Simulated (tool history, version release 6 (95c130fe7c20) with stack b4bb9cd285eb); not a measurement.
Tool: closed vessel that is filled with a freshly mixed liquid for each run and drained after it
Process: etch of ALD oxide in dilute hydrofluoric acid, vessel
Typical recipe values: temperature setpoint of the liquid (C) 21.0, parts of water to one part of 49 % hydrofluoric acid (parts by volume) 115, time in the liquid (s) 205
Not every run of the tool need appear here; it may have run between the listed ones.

run,hour,temperature setpoint of the liquid (C),parts of water to one part of 49 % hydrofluoric acid (parts by volume),time in the liquid (s),"read-back film thickness of the ALD oxide reference wafer, read on the same gauge (nm)",thickness taken off the ALD oxide on a monitor wafer (nm)
1,0.0,21.0,115,205,49.98,25.97
2,27.7,21.0,115,205,50.01,25.80
3,53.5,21.0,115,205,49.98,26.33
4,69.9,21.0,115,205,50.01,26.32
5,85.7,21.0,115,205,50.01,26.26
6,103.7,21.0,115,205,50.00,26.30
7,121.4,21.0,115,205,50.00,25.97
8,156.5,21.0,115,205,50.01,25.88
9,180.5,22.0,115,205,50.01,27.25
10,198.9,22.0,115,205,49.99,27.33
11,227.1,22.0,115,205,49.98,27.52
# hour 228.5: thermometer replaced
12,261.3,21.0,115,205,50.01,26.51
13,283.2,21.0,115,205,50.00,26.30
14,317.3,21.0,115,205,49.99,26.24
15,349.2,22.5,90,80,49.99,14.39
16,362.0,18.5,115,205,50.01,23.71
17,385.6,18.0,115,310,49.99,35.23
18,417.0,24.5,165,170,50.02,16.50
19,444.7,21.0,85,110,50.00,19.86
20,460.3,22.5,115,205,50.00,28.07
# hour 485.0: gauge calibrated
21,513.3,21.0,115,205,50.00,26.63
22,536.7,21.0,70,300,49.99,67.14
# hour 540.3: hydrofluoric acid flow meter replaced
23,559.9,21.0,115,205,50.01,24.75
24,576.9,24.5,75,115,49.98,25.72
25,596.6,23.5,95,205,49.99,33.98
26,619.5,21.0,140,145,50.01,13.93
27,648.4,21.0,75,295,50.00,57.57
28,678.3,18.0,165,85,50.00,6.00
29,697.3,25.0,170,315,50.01,28.15
30,728.5,21.0,65,310,50.00,70.44
31,740.8,22.5,70,80,49.99,17.83
32,772.1,17.5,60,205,49.99,43.79
33,791.7,26.0,115,205,49.99,30.29

Each row is a separate what-if for the run after 33, all from the same tool condition, not one after another. Results?
A,792.4,21.0,115,255,?,?
B,792.4,21.0,115,155,?,?
C,792.4,21.0,150,205,?,?
D,792.4,21.0,90,150,?,?
E,792.4,19.0,55,305,?,?

run,"read-back film thickness of the ALD oxide reference wafer, read on the same gauge (nm)",thickness taken off the ALD oxide on a monitor wafer (nm)
A,50.01,31.17
B,50.01,18.94
C,50.01,18.50
D,50.01,24.10
E,50.01,76.79
Without the tool's unlogged condition, the same runs would have read:
run,thickness taken off the ALD oxide on a monitor wafer (nm)
A,30.81
B,18.73
C,18.28
D,23.83
E,75.96
